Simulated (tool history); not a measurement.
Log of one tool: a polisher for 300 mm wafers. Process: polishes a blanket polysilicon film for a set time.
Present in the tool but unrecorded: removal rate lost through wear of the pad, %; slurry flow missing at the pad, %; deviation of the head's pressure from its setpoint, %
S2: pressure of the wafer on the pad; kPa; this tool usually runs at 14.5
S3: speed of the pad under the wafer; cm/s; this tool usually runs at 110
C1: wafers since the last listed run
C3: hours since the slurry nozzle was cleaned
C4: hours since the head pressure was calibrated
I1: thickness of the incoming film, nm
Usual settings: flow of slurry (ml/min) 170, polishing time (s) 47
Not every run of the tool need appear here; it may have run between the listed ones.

{"run": 1, "hour": 0.0, "flow of slurry (ml/min)": 170, "S2": 14.5, "S3": 110, "polishing time (s)": 47, "C1": 0, "wafers polished on this pad": 1154, "C3": 279.6, "C4": 863.5, "I1": 899.7, "film removed (Å)": 3410}
{"run": 2, "hour": 17.4, "flow of slurry (ml/min)": 170, "S2": 14.5, "S3": 110, "polishing time (s)": 47, "C1": 183, "wafers polished on this pad": 1337, "C3": 297, "C4": 880.9, "I1": 888.6, "film removed (Å)": 3315}
{"hour": 22.6, "done": "worn pad replaced by a new one, of another model than before"}
{"run": 3, "hour": 29.8, "flow of slurry (ml/min)": 170, "S2": 14.5, "S3": 110, "polishing time (s)": 47, "C1": 88, "wafers polished on this pad": 75, "C3": 309.4, "C4": 893.3, "I1": 903.1, "film removed (Å)": 3377}
{"run": 4, "hour": 37.2, "flow of slurry (ml/min)": 170, "S2": 14.5, "S3": 110, "polishing time (s)": 47, "C1": 77, "wafers polished on this pad": 153, "C3": 316.8, "C4": 900.7, "I1": 902, "film removed (Å)": 3415}
{"run": 5, "hour": 48.3, "flow of slurry (ml/min)": 170, "S2": 14.5, "S3": 110, "polishing time (s)": 47, "C1": 116, "wafers polished on this pad": 270, "C3": 327.9, "C4": 911.8, "I1": 900.8, "film removed (Å)": 3424}
{"run": 6, "hour": 61.2, "flow of slurry (ml/min)": 170, "S2": 14.5, "S3": 110, "polishing time (s)": 47, "C1": 135, "wafers polished on this pad": 406, "C3": 340.8, "C4": 924.7, "I1": 882.8, "film removed (Å)": 3402}
{"run": 7, "hour": 73.2, "flow of slurry (ml/min)": 170, "S2": 14.5, "S3": 110, "polishing time (s)": 47, "C1": 126, "wafers polished on this pad": 532, "C3": 352.8, "C4": 936.7, "I1": 890.2, "film removed (Å)": 3383}
{"run": 8, "hour": 79.4, "flow of slurry (ml/min)": 170, "S2": 14.5, "S3": 110, "polishing time (s)": 47, "C1": 65, "wafers polished on this pad": 597, "C3": 359, "C4": 942.9, "I1": 910.2, "film removed (Å)": 3459}
{"run": 9, "hour": 93.6, "flow of slurry (ml/min)": 170, "S2": 14.5, "S3": 110, "polishing time (s)": 47, "C1": 149, "wafers polished on this pad": 747, "C3": 373.2, "C4": 957.1, "I1": 887.4, "film removed (Å)": 3399}
{"run": 10, "hour": 115.5, "flow of slurry (ml/min)": 170, "S2": 14.5, "S3": 110, "polishing time (s)": 47, "C1": 230, "wafers polished on this pad": 977, "C3": 395.1, "C4": 979, "I1": 893.9, "film removed (Å)": 3359}
{"run": 11, "hour": 127.2, "flow of slurry (ml/min)": 170, "S2": 14.5, "S3": 110, "polishing time (s)": 47, "C1": 123, "wafers polished on this pad": 1100, "C3": 406.8, "C4": 990.7, "I1": 888, "film removed (Å)": 3413}
{"hour": 139.5, "done": "worn pad replaced by a new one"}
{"run": 12, "hour": 140.0, "flow of slurry (ml/min)": 170, "S2": 14.5, "S3": 110, "polishing time (s)": 47, "C1": 92, "wafers polished on this pad": 5, "C3": 419.6, "C4": 1003.5, "I1": 893, "film removed (Å)": 3436}
{"hour": 148.1, "done": "slurry nozzle cleaned"}
{"run": 13, "hour": 153.3, "flow of slurry (ml/min)": 170, "S2": 14.5, "S3": 98, "polishing time (s)": 47, "C1": 129, "wafers polished on this pad": 134, "C3": 5.2, "C4": 1016.8, "I1": 909.8, "film removed (Å)": 3324}
{"run": 14, "hour": 166.6, "flow of slurry (ml/min)": 170, "S2": 14.5, "S3": 110, "polishing time (s)": 47, "C1": 140, "wafers polished on this pad": 274, "C3": 18.5, "C4": 1030.1, "I1": 893.3, "film removed (Å)": 3529}
{"run": 15, "hour": 173.0, "flow of slurry (ml/min)": 170, "S2": 14.5, "S3": 110, "polishing time (s)": 47, "C1": 67, "wafers polished on this pad": 342, "C3": 24.9, "C4": 1036.5, "I1": 892.1, "film removed (Å)": 3473}
{"run": 16, "hour": 187.4, "flow of slurry (ml/min)": 170, "S2": 14.5, "S3": 82, "polishing time (s)": 47, "C1": 151, "wafers polished on this pad": 493, "C3": 39.3, "C4": 1050.9, "I1": 893.6, "film removed (Å)": 2985}
{"run": 17, "hour": 205.0, "flow of slurry (ml/min)": 170, "S2": 14.5, "S3": 82, "polishing time (s)": 35, "C1": 185, "wafers polished on this pad": 678, "C3": 56.9, "C4": 1068.5, "I1": 911.6, "film removed (Å)": 2223}
{"run": 18, "hour": 216.5, "flow of slurry (ml/min)": 230, "S2": 14.5, "S3": 110, "polishing time (s)": 40, "C1": 121, "wafers polished on this pad": 800, "C3": 68.4, "C4": 1080, "I1": 903.8, "film removed (Å)": 3035}
{"run": 19, "hour": 234.1, "flow of slurry (ml/min)": 200, "S2": 12.4, "S3": 94, "polishing time (s)": 52, "C1": 185, "wafers polished on this pad": 985, "C3": 86, "C4": 1097.6, "I1": 894.9, "film removed (Å)": 3285}
{"run": 20, "hour": 249.5, "flow of slurry (ml/min)": 200, "S2": 11, "S3": 84, "polishing time (s)": 47, "C1": 162, "wafers polished on this pad": 1147, "C3": 101.4, "C4": 1113, "I1": 914.5, "film removed (Å)": 2646}
{"hour": 257.9, "done": "worn pad replaced by a new one"}
{"run": 21, "hour": 258.4, "flow of slurry (ml/min)": 170, "S2": 14.5, "S3": 110, "polishing time (s)": 47, "C1": 51, "wafers polished on this pad": 5, "C3": 110.3, "C4": 1121.9, "I1": 911.8, "film removed (Å)": 3508}
{"run": 22, "hour": 264.7, "flow of slurry (ml/min)": 170, "S2": 14.5, "S3": 148, "polishing time (s)": 47, "C1": 66, "wafers polished on this pad": 71, "C3": 116.6, "C4": 1128.2, "I1": 881.2, "film removed (Å)": 4056}
{"run": 23, "hour": 275.4, "flow of slurry (ml/min)": 130, "S2": 10.3, "S3": 110, "polishing time (s)": 47, "C1": 112, "wafers polished on this pad": 184, "C3": 127.3, "C4": 1138.9, "I1": 894, "film removed (Å)": 2858}
{"run": 24, "hour": 281.7, "flow of slurry (ml/min)": 190, "S2": 12.4, "S3": 86, "polishing time (s)": 53, "C1": 66, "wafers polished on this pad": 250, "C3": 133.6, "C4": 1145.2, "I1": 916, "film removed (Å)": 3151}
{"run": 25, "hour": 293.2, "flow of slurry (ml/min)": 170, "S2": 14.5, "S3": 110, "polishing time (s)": 47, "C1": 121, "wafers polished on this pad": 371, "C3": 145.1, "C4": 1156.7, "I1": 914.6, "film removed (Å)": 3477}
{"run": 26, "hour": 301.5, "flow of slurry (ml/min)": 170, "S2": 12.4, "S3": 78, "polishing time (s)": 47, "C1": 87, "wafers polished on this pad": 459, "C3": 153.4, "C4": 1165, "I1": 912.7, "film removed (Å)": 2688}
{"hour": 316.3, "done": "head pressure recalibrated"}
{"run": 27, "hour": 316.8, "flow of slurry (ml/min)": 170, "S2": 14.5, "S3": 110, "polishing time (s)": 47, "C1": 140, "wafers polished on this pad": 599, "C3": 168.7, "C4": 0.5, "I1": 900.4, "film removed (Å)": 3504}
{"run": 28, "hour": 332.2, "flow of slurry (ml/min)": 230, "S2": 17.2, "S3": 96, "polishing time (s)": 41, "C1": 162, "wafers polished on this pad": 761, "C3": 184.1, "C4": 15.9, "I1": 887.3, "film removed (Å)": 3159}
{"run": 29, "hour": 342.2, "flow of slurry (ml/min)": 200, "S2": 17.2, "S3": 110, "polishing time (s)": 58, "C1": 105, "wafers polished on this pad": 866, "C3": 194.1, "C4": 25.9, "I1": 899.6, "film removed (Å)": 4712}
{"run": 30, "hour": 355.8, "flow of slurry (ml/min)": 170, "S2": 10.3, "S3": 98, "polishing time (s)": 47, "C1": 143, "wafers polished on this pad": 1009, "C3": 207.7, "C4": 39.5, "I1": 902.1, "film removed (Å)": 2686}
{"run": 31, "hour": 364.3, "flow of slurry (ml/min)": 170, "S2": 14.5, "S3": 110, "polishing time (s)": 60, "C1": 89, "wafers polished on this pad": 1099, "C3": 216.2, "C4": 48, "I1": 903.2, "film removed (Å)": 4395}
{"run": 32, "hour": 373.9, "flow of slurry (ml/min)": 170, "S2": 14.5, "S3": 110, "polishing time (s)": 32, "C1": 101, "wafers polished on this pad": 1200, "C3": 225.8, "C4": 57.6, "I1": 900.9, "film removed (Å)": 2323}
{"hour": 385.8, "done": "worn pad replaced by a new one"}
{"run": 33, "hour": 387.7, "flow of slurry (ml/min)": 170, "S2": 14.5, "S3": 110, "polishing time (s)": 47, "C1": 103, "wafers polished on this pad": 19, "C3": 239.6, "C4": 71.4, "I1": 888.8, "film removed (Å)": 3427}
{"run": 34, "hour": 400.6, "flow of slurry (ml/min)": 145, "S2": 14.5, "S3": 136, "polishing time (s)": 47, "C1": 135, "wafers polished on this pad": 155, "C3": 252.5, "C4": 84.3, "I1": 903.8, "film removed (Å)": 3845}
{"run": 35, "hour": 410.4, "flow of slurry (ml/min)": 170, "S2": 14.5, "S3": 124, "polishing time (s)": 47, "C1": 103, "wafers polished on this pad": 258, "C3": 262.3, "C4": 94.1, "I1": 897, "film removed (Å)": 3667}
{"run": 36, "hour": 424.1, "flow of slurry (ml/min)": 120, "S2": 14.5, "S3": 146, "polishing time (s)": 47, "C1": 144, "wafers polished on this pad": 402, "C3": 276, "C4": 107.8, "I1": 895.5, "film removed (Å)": 4018}
{"run": 37, "hour": 436.2, "flow of slurry (ml/min)": 170, "S2": 15.9, "S3": 110, "polishing time (s)": 47, "C1": 127, "wafers polished on this pad": 530, "C3": 288.1, "C4": 119.9, "I1": 897.9, "film removed (Å)": 3520}

What the log doesn't show, run by run:
removal rate lost through wear of the pad, %: 0 at every run
deviation of the head's pressure from its setpoint, %: 0 at every run
H1: slurry flow missing at the pad, %
run=1 H1=38.9
run=2 H1=39.7
run=3 H1=40.1
run=4 H1=40.4
run=5 H1=40.8
run=6 H1=41.2
run=7 H1=41.5
run=8 H1=41.7
run=9 H1=42
run=10 H1=42.5
run=11 H1=42.7
run=12 H1=43
run=13 H1=1.81
run=14 H1=5.22
run=15 H1=6.76
run=16 H1=9.99
run=17 H1=13.5
run=18 H1=15.7
run=19 H1=18.6
run=20 H1=20.9
run=21 H1=22.1
run=22 H1=23
run=23 H1=24.3
run=24 H1=25
run=25 H1=26.3
run=26 H1=27.2
run=27 H1=28.6
run=28 H1=30
run=29 H1=30.8
run=30 H1=31.8
run=31 H1=32.3
run=32 H1=33
run=33 H1=33.8
run=34 H1=34.5
run=35 H1=35
run=36 H1=35.6
run=37 H1=36.2
